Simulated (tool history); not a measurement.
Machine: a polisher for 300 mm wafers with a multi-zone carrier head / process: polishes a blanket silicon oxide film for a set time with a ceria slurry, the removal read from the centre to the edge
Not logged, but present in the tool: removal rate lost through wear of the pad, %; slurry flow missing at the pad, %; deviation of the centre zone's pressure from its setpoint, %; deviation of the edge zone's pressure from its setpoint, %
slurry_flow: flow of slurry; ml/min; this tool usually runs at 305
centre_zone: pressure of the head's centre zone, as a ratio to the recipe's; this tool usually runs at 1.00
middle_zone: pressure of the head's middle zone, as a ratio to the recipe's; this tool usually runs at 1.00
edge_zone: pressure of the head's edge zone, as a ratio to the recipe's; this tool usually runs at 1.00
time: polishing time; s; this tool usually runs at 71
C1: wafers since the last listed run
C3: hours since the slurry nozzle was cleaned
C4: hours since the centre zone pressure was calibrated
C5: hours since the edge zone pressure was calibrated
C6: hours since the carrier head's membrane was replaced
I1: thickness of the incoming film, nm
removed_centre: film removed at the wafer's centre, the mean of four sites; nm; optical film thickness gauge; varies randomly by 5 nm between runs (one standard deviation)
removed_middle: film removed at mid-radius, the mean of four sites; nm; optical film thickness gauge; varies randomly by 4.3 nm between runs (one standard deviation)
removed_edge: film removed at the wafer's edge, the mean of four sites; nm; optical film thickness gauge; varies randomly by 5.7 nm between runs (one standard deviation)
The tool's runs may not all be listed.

run 1 hour=0.0 | slurry_flow=305 centre_zone=1.00 middle_zone=1.00 edge_zone=1.00 time=85 | C1=0 wafers_polished_on_this_pad=1994 C3=357.1 C4=628.5 C5=236.1 C6=723.9 | I1=1585.9 | removed_centre=447.7 removed_middle=455.2 removed_edge=462.5
-- hour=67.2 centre zone pressure recalibrated
run 2 hour=96.2 | slurry_flow=305 centre_zone=1.00 middle_zone=1.00 edge_zone=1.00 time=85 | C1=656 wafers_polished_on_this_pad=2650 C3=453.3 C4=29.0 C5=332.3 C6=820.1 | I1=1571.5 | removed_centre=443.5 removed_middle=460.6 removed_edge=449.8
run 3 hour=181.5 | slurry_flow=305 centre_zone=0.91 middle_zone=1.00 edge_zone=1.00 time=61 | C1=594 wafers_polished_on_this_pad=3244 C3=538.6 C4=114.3 C5=417.6 C6=905.4 | I1=1559.3 | removed_centre=297.4 removed_middle=328.0 removed_edge=323.6
-- hour=251.3 worn pad replaced by a new one
run 4 hour=257.3 | slurry_flow=305 centre_zone=0.93 middle_zone=1.00 edge_zone=1.00 time=71 | C1=500 wafers_polished_on_this_pad=41 C3=614.4 C4=190.1 C5=493.4 C6=981.2 | I1=1599.5 | removed_centre=345.1 removed_middle=382.4 removed_edge=385.9
run 5 hour=333.6 | slurry_flow=255 centre_zone=0.97 middle_zone=1.00 edge_zone=1.00 time=55 | C1=531 wafers_polished_on_this_pad=573 C3=690.7 C4=266.4 C5=569.7 C6=1057.5 | I1=1554.4 | removed_centre=267.2 removed_middle=284.0 removed_edge=292.9
run 6 hour=388.2 | slurry_flow=305 centre_zone=1.00 middle_zone=1.00 edge_zone=1.00 time=71 | C1=380 wafers_polished_on_this_pad=953 C3=745.3 C4=321.0 C5=624.3 C6=1112.1 | I1=1555.0 | removed_centre=368.1 removed_middle=374.0 removed_edge=382.3
run 7 hour=434.7 | slurry_flow=305 centre_zone=1.00 middle_zone=1.00 edge_zone=0.91 time=94 | C1=323 wafers_polished_on_this_pad=1277 C3=791.8 C4=367.5 C5=670.8 C6=1158.6 | I1=1584.8 | removed_centre=507.4 removed_middle=515.6 removed_edge=490.3
run 8 hour=511.6 | slurry_flow=305 centre_zone=1.00 middle_zone=1.00 edge_zone=1.00 time=71 | C1=535 wafers_polished_on_this_pad=1812 C3=868.7 C4=444.4 C5=747.7 C6=1235.5 | I1=1562.0 | removed_centre=371.3 removed_middle=381.3 removed_edge=380.1
-- hour=526.8 edge zone pressure recalibrated
-- hour=582.7 slurry nozzle cleaned
run 9 hour=583.7 | slurry_flow=305 centre_zone=0.95 middle_zone=1.00 edge_zone=1.11 time=71 | C1=481 wafers_polished_on_this_pad=2294 C3=1.0 C4=516.5 C5=56.9 C6=1307.6 | I1=1595.0 | removed_centre=353.1 removed_middle=379.2 removed_edge=392.3
run 10 hour=620.0 | slurry_flow=305 centre_zone=0.90 middle_zone=1.00 edge_zone=1.00 time=71 | C1=252 wafers_polished_on_this_pad=2546 C3=37.3 C4=552.8 C5=93.2 C6=1343.9 | I1=1603.3 | removed_centre=329.2 removed_middle=374.8 removed_edge=380.7
-- hour=642.7 centre zone pressure recalibrated
run 11 hour=691.7 | slurry_flow=305 centre_zone=1.00 middle_zone=1.00 edge_zone=1.05 time=71 | C1=485 wafers_polished_on_this_pad=3032 C3=109.0 C4=49.0 C5=164.9 C6=1415.6 | I1=1603.3 | removed_centre=374.8 removed_middle=378.0 removed_edge=386.0
run 12 hour=782.2 | slurry_flow=305 centre_zone=1.08 middle_zone=1.00 edge_zone=1.00 time=71 | C1=630 wafers_polished_on_this_pad=3662 C3=199.5 C4=139.5 C5=255.4 C6=1506.1 | I1=1570.0 | removed_centre=407.7 removed_middle=378.9 removed_edge=376.2
run 13 hour=827.2 | slurry_flow=305 centre_zone=0.88 middle_zone=1.00 edge_zone=1.00 time=71 | C1=313 wafers_polished_on_this_pad=3975 C3=244.5 C4=184.5 C5=300.4 C6=1551.1 | I1=1588.0 | removed_centre=330.9 removed_middle=378.8 removed_edge=390.2
-- hour=849.5 carrier head's membrane replaced by a new one
-- hour=905.3 worn pad replaced by a new one
run 14 hour=1098.1 | slurry_flow=305 centre_zone=1.10 middle_zone=1.00 edge_zone=1.00 time=71 | C1=1823 wafers_polished_on_this_pad=1342 C3=515.4 C4=455.4 C5=571.3 C6=248.6 | I1=1595.0 | removed_centre=403.5 removed_middle=374.3 removed_edge=376.7
run 15 hour=1187.6 | slurry_flow=305 centre_zone=1.00 middle_zone=1.00 edge_zone=1.00 time=71 | C1=623 wafers_polished_on_this_pad=1965 C3=604.9 C4=544.9 C5=660.8 C6=338.1 | I1=1601.7 | removed_centre=374.0 removed_middle=383.4 removed_edge=379.6
-- hour=1190.3 centre zone pressure recalibrated
run 16 hour=1263.3 | slurry_flow=270 centre_zone=0.89 middle_zone=1.00 edge_zone=1.00 time=71 | C1=513 wafers_polished_on_this_pad=2479 C3=680.6 C4=73.0 C5=736.5 C6=413.8 | I1=1557.0 | removed_centre=324.4 removed_middle=375.2 removed_edge=371.5
run 17 hour=1364.1 | slurry_flow=305 centre_zone=1.00 middle_zone=1.00 edge_zone=1.00 time=85 | C1=702 wafers_polished_on_this_pad=3181 C3=781.4 C4=173.8 C5=837.3 C6=514.6 | I1=1598.4 | removed_centre=448.9 removed_middle=450.6 removed_edge=454.8
-- hour=1398.5 slurry nozzle cleaned
-- hour=1398.7 edge zone pressure recalibrated
run 18 hour=1405.7 | slurry_flow=305 centre_zone=1.00 middle_zone=1.00 edge_zone=1.00 time=71 | C1=281 wafers_polished_on_this_pad=3462 C3=7.2 C4=215.4 C5=7.0 C6=556.2 | I1=1572.5 | removed_centre=367.0 removed_middle=387.8 removed_edge=390.0
run 19 hour=1475.6 | slurry_flow=335 centre_zone=0.90 middle_zone=1.07 edge_zone=1.00 time=84 | C1=486 wafers_polished_on_this_pad=3949 C3=77.1 C4=285.3 C5=76.9 C6=626.1 | I1=1606.9 | removed_centre=400.3 removed_middle=463.6 removed_edge=450.0
run 20 hour=1514.1 | slurry_flow=345 centre_zone=1.00 middle_zone=1.00 edge_zone=1.00 time=84 | C1=268 wafers_polished_on_this_pad=4217 C3=115.6 C4=323.8 C5=115.4 C6=664.6 | I1=1594.5 | removed_centre=446.4 removed_middle=458.8 removed_edge=459.1
-- hour=1521.1 worn pad replaced by a new one
run 21 hour=1607.0 | slurry_flow=205 centre_zone=1.00 middle_zone=1.00 edge_zone=1.00 time=71 | C1=619 wafers_polished_on_this_pad=598 C3=208.5 C4=416.7 C5=208.3 C6=757.5 | I1=1552.6 | removed_centre=343.9 removed_middle=360.1 removed_edge=370.9
run 22 hour=1643.8 | slurry_flow=360 centre_zone=0.92 middle_zone=1.00 edge_zone=1.00 time=71 | C1=256 wafers_polished_on_this_pad=854 C3=245.3 C4=453.5 C5=245.1 C6=794.3 | I1=1593.8 | removed_centre=345.5 removed_middle=382.2 removed_edge=385.3
run 23 hour=1697.8 | slurry_flow=305 centre_zone=1.00 middle_zone=1.04 edge_zone=1.10 time=71 | C1=376 wafers_polished_on_this_pad=1230 C3=299.3 C4=507.5 C5=299.1 C6=848.3 | I1=1585.9 | removed_centre=372.8 removed_middle=386.3 removed_edge=396.8

Across each entry between runs, compare the hidden state at the last listed run before it with the hidden state at the first listed run after it:
Logged between run 1 and run 2: centre zone pressure recalibrated (hour 67.2)
  no difference in the tool's unlogged condition between these two runs
Logged between run 3 and run 4: worn pad replaced by a new one (hour 251.3)
  no difference in the tool's unlogged condition between these two runs
Logged between run 8 and run 9: edge zone pressure recalibrated (hour 526.8); slurry nozzle cleaned (hour 582.7)
  no difference in the tool's unlogged condition between these two runs
Logged between run 10 and run 11: centre zone pressure recalibrated (hour 642.7)
  no difference in the tool's unlogged condition between these two runs
Logged between run 13 and run 14: carrier head's membrane replaced by a new one (hour 849.5); worn pad replaced by a new one (hour 905.3)
  no difference in the tool's unlogged condition between these two runs
Logged between run 15 and run 16: centre zone pressure recalibrated (hour 1190.3)
  no difference in the tool's unlogged condition between these two runs
Logged between run 17 and run 18: slurry nozzle cleaned (hour 1398.5); edge zone pressure recalibrated (hour 1398.7)
  no difference in the tool's unlogged condition between these two runs
Logged between run 20 and run 21: worn pad replaced by a new one (hour 1521.1)
  no difference in the tool's unlogged condition between these two runs
